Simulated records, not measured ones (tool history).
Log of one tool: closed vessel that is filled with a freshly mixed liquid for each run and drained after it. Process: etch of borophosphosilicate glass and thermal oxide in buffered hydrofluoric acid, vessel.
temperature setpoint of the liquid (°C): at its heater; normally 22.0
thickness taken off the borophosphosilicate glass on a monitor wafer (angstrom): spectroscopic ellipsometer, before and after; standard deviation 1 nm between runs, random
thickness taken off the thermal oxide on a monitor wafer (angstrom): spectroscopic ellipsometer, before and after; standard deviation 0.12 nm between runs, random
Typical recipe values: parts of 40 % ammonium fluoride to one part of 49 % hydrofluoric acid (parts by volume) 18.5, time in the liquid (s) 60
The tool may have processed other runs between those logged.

| run | hour | temperature setpoint of the liquid (°C) | parts of 40 % ammonium fluoride to one part of 49 % hydrofluoric acid (parts by volume) | time in the liquid (s) | wafers since the last listed run | hours since the thermometer was replaced | hours since the hydrofluoric acid flow meter was replaced | hours since the gauge calibration | read-back film thickness of the borophosphosilicate glass reference wafer, read on the same gauge (nm) | read-back film thickness of the thermal oxide reference wafer, read on the same gauge (nm) | thickness taken off the borophosphosilicate glass on a monitor wafer (angstrom) | thickness taken off the thermal oxide on a monitor wafer (angstrom) |
|---|---|---|---|---|---|---|---|---|---|---|---|---|
| 1 | 0.0 | 25.0 | 18.5 | 60 | 0 | 538.1 | 989.8 | 2532.3 | 80.02 | 130.03 | 1218.8 | 366.5 |
|  | 40.1 | gauge calibrated |
| 2 | 41.3 | 25.0 | 18.5 | 60 | 3043 | 579.4 | 1031.1 | 1.2 | 79.99 | 130.00 | 1211.3 | 363.9 |
| 3 | 148.9 | 22.0 | 18.5 | 60 | 7928 | 687.0 | 1138.7 | 108.8 | 79.99 | 129.98 | 1016.4 | 305.4 |
| 4 | 194.0 | 22.0 | 18.5 | 60 | 3323 | 732.1 | 1183.8 | 153.9 | 80.02 | 129.99 | 1024.3 | 308.0 |
| 5 | 473.0 | 22.0 | 18.5 | 60 | 20557 | 1011.1 | 1462.8 | 432.9 | 80.02 | 130.02 | 1000.6 | 300.9 |
|  | 597.8 | hydrofluoric acid flow meter replaced |
| 6 | 755.8 | 22.0 | 25.5 | 60 | 20763 | 1293.9 | 158.0 | 715.7 | 80.01 | 129.99 | 763.0 | 230.8 |
| 7 | 849.6 | 22.0 | 18.5 | 60 | 6911 | 1387.7 | 251.8 | 809.5 | 80.00 | 130.03 | 977.8 | 291.9 |
|  | 923.3 | thermometer replaced |
| 8 | 982.8 | 24.5 | 18.5 | 60 | 9740 | 59.5 | 385.0 | 942.7 | 80.02 | 130.00 | 1225.8 | 371.2 |
| 9 | 1082.0 | 22.0 | 18.5 | 60 | 7309 | 158.7 | 484.2 | 1041.9 | 80.01 | 130.03 | 1072.2 | 320.0 |
| 10 | 1144.2 | 25.5 | 18.5 | 70 | 4583 | 220.9 | 546.4 | 1104.1 | 80.03 | 130.00 | 1480.1 | 449.9 |
| 11 | 1213.3 | 24.5 | 21.5 | 50 | 5091 | 290.0 | 615.5 | 1173.2 | 80.00 | 130.03 | 900.1 | 266.1 |
| 12 | 1273.9 | 24.5 | 21.5 | 50 | 4465 | 350.6 | 676.1 | 1233.8 | 80.00 | 130.01 | 877.4 | 267.6 |
| 13 | 1365.5 | 22.0 | 25.0 | 60 | 6749 | 442.2 | 767.7 | 1325.4 | 79.98 | 129.99 | 829.7 | 250.1 |
| 14 | 1424.9 | 22.0 | 18.5 | 60 | 4376 | 501.6 | 827.1 | 1384.8 | 79.99 | 129.99 | 1031.3 | 311.6 |
| 15 | 1510.4 | 22.0 | 18.5 | 60 | 6299 | 587.1 | 912.6 | 1470.3 | 79.99 | 130.01 | 1020.2 | 310.9 |
| 16 | 1601.7 | 22.0 | 24.0 | 75 | 6727 | 678.4 | 1003.9 | 1561.6 | 80.02 | 129.99 | 1045.2 | 316.6 |
| 17 | 1662.3 | 25.0 | 23.0 | 80 | 4465 | 739.0 | 1064.5 | 1622.2 | 80.00 | 130.02 | 1333.1 | 408.5 |
| 18 | 1753.6 | 23.5 | 13.5 | 30 | 6727 | 830.3 | 1155.8 | 1713.5 | 80.00 | 129.98 | 747.0 | 228.0 |
| 19 | 1839.3 | 22.0 | 18.5 | 60 | 6314 | 916.0 | 1241.5 | 1799.2 | 79.99 | 130.00 | 1018.9 | 304.5 |
| 20 | 1941.3 | 22.0 | 18.5 | 60 | 7515 | 1018.0 | 1343.5 | 1901.2 | 79.99 | 129.98 | 995.3 | 301.4 |
| 21 | 1999.3 | 26.5 | 24.0 | 75 | 4273 | 1076.0 | 1401.5 | 1959.2 | 80.01 | 129.98 | 1273.3 | 391.7 |
| 22 | 2070.3 | 22.0 | 18.5 | 60 | 5231 | 1147.0 | 1472.5 | 2030.2 | 80.02 | 129.98 | 992.6 | 298.9 |
| 23 | 2158.9 | 24.5 | 16.0 | 90 | 6528 | 1235.6 | 1561.1 | 2118.8 | 80.00 | 130.00 | 1936.4 | 590.7 |
| 24 | 2212.5 | 17.0 | 18.5 | 60 | 3949 | 1289.2 | 1614.7 | 2172.4 | 79.98 | 130.06 | 745.2 | 220.7 |
| 25 | 2293.9 | 25.5 | 21.0 | 35 | 5997 | 1370.6 | 1696.1 | 2253.8 | 79.99 | 129.98 | 618.7 | 186.8 |

Consider 4 possible next runs. They are alternatives, not a sequence: every one starts from the tool as it was left by run 25. What does each give?
| A | 2294.6 | 22.0 | 18.5 | 30 | 51 | 1371.3 | 1696.8 | 2254.5 | ? | ? | ? | ? |
| B | 2294.6 | 22.0 | 25.0 | 85 | 51 | 1371.3 | 1696.8 | 2254.5 | ? | ? | ? | ? |
| C | 2294.6 | 26.5 | 18.5 | 60 | 51 | 1371.3 | 1696.8 | 2254.5 | ? | ? | ? | ? |
| D | 2294.6 | 20.0 | 15.0 | 60 | 51 | 1371.3 | 1696.8 | 2254.5 | ? | ? | ? | ? |

| run | read-back film thickness of the borophosphosilicate glass reference wafer, read on the same gauge (nm) | read-back film thickness of the thermal oxide reference wafer, read on the same gauge (nm) | thickness taken off the borophosphosilicate glass on a monitor wafer (angstrom) | thickness taken off the thermal oxide on a monitor wafer (angstrom) |
|---|---|---|---|---|
| A | 80.01 | 129.99 | 482.8 | 146.6 |
| B | 80.01 | 129.99 | 1084.7 | 329.7 |
| C | 80.01 | 129.99 | 1235.1 | 376.0 |
| D | 80.01 | 129.99 | 1063.1 | 322.1 |
Had the tool no hidden state, the same runs would have come out as:
| run | thickness taken off the borophosphosilicate glass on a monitor wafer (angstrom) | thickness taken off the thermal oxide on a monitor wafer (angstrom) |
|---|---|---|
| A | 534.7 | 162.5 |
| B | 1201.6 | 365.6 |
| C | 1364.0 | 415.7 |
| D | 1178.6 | 357.6 |
